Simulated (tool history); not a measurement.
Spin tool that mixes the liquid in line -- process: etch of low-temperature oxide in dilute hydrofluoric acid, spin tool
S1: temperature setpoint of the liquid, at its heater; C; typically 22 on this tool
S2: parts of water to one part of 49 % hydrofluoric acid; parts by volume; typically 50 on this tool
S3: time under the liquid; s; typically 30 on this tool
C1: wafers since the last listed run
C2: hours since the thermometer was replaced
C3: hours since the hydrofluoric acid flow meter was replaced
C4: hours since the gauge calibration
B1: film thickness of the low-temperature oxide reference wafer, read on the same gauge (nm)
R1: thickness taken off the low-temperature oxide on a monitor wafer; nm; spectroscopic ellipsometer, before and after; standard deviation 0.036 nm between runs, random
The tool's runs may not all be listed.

run   hour    S1  S2  S3   C1      C2     C3     C4     B1     R1
  1      0    22  50  30    0  2745.9  765.7   69.5  49.98   8.03
  2   14.1    22  50  30  239    2760  779.8   83.6  50.01   7.95
  3     28    22  30  30  236  2773.9  793.7   97.5  49.98  13.64
  4   39.7    22  30  30  198  2785.6  805.4  109.2  50.02  13.74
  5   55.6    22  30  30  270  2801.5  821.3  125.1  49.99  13.66
  6     78    26  50  20  380  2823.9  843.7  147.5  49.99   6.29
  7   95.9    26  50  20  303  2841.8  861.6  165.4  50.05   6.34
  8  111.7  23.5  65  30  268  2857.6  877.4  181.2  49.97   6.48
  9  125.9    19  50  30  241  2871.8  891.6  195.4  50.01   7.08
 10  143.1  24.5  50  30  292    2889  908.8  212.6  49.98    8.9
 11  156.2  24.5  50  30  222  2902.1  921.9  225.7  50.02   9.02
     162.1  -- hydrofluoric acid flow meter replaced
 12  173.9    22  40  15  283  2919.8   11.8  243.4     50   5.11
     188.1  -- gauge calibrated
 13  212.2    22  40  15  650  2958.1   50.1   24.1  49.97   5.11
 14  224.8    22  50  30  213  2970.7   62.7   36.7  49.99   8.09
 15  242.3    22  50  30  297  2988.2   80.2   54.2  49.98   8.05
 16    250    24  50  30  130  2995.9   87.9   61.9  49.99   8.76
     252.7  -- thermometer replaced
 17  261.8    22  50  30  183     9.1   99.7   73.7  49.98   7.29
 18  268.6    18  70  20  115    15.9  106.5   80.5  50.01   2.85
 19  276.4    22  50  25  132    23.7  114.3   88.3  49.98   6.02
 20  291.9    22  50  15  263    39.2  129.8  103.8     50   3.61
 21  298.2    22  50  30  106    45.5  136.1  110.1  49.99   7.34
 22  312.4  26.5  50  15  241    59.7  150.3  124.3  49.95   4.37
 23  343.5    22  50  30  528    90.8  181.4  155.4     50   7.23
 24  350.1    22  50  30  112    97.4    188    162  50.02   7.32
 25  360.6  26.5  35  50  178   107.9  198.5  172.5  49.97  21.26
 26  370.4    22  50  30  166   117.7  208.3  182.3  50.01   7.28
 27  380.2    22  50  30  166   127.5  218.1  192.1  49.98   7.28
 28  395.1    20  50  30  253   142.4    233    207  50.03   6.65
 29  402.8  25.5  40  30  130   150.1  240.7  214.7     50  10.74
 30  410.9  17.5  40  15  137   158.2  248.8  222.8     50   3.82
 31  423.4    22  60  15  212   170.7  261.3  235.3     50      3
     430.1  -- gauge calibrated
 32  438.7    22  50  30  259     186  276.6    8.6     50   7.28

Across each entry between runs, compare the hidden state at the last listed run before it with the hidden state at the first listed run after it:
From run 11 to run 12: hydrofluoric acid flow meter replaced (hour 162.1)
  liquid hotter than its thermometer reads (K): 2.94 -> 2.96
  measured result minus the result with no hidden state, R1: +1.02 -> +0.59 nm
From run 12 to run 13: gauge calibrated (hour 188.1)
  liquid hotter than its thermometer reads (K): 2.96 -> 3
  measured result minus the result with no hidden state, R1: +0.59 -> +0.6 nm
From run 16 to run 17: thermometer replaced (hour 252.7)
  liquid hotter than its thermometer reads (K): 3.03 -> 0.386
  measured result minus the result with no hidden state, R1: +1.01 -> +0.12 nm
From run 31 to run 32: gauge calibrated (hour 430.1)
  liquid hotter than its thermometer reads (K): 0.535 -> 0.549
  measured result minus the result with no hidden state, R1: +0.07 -> +0.17 nm

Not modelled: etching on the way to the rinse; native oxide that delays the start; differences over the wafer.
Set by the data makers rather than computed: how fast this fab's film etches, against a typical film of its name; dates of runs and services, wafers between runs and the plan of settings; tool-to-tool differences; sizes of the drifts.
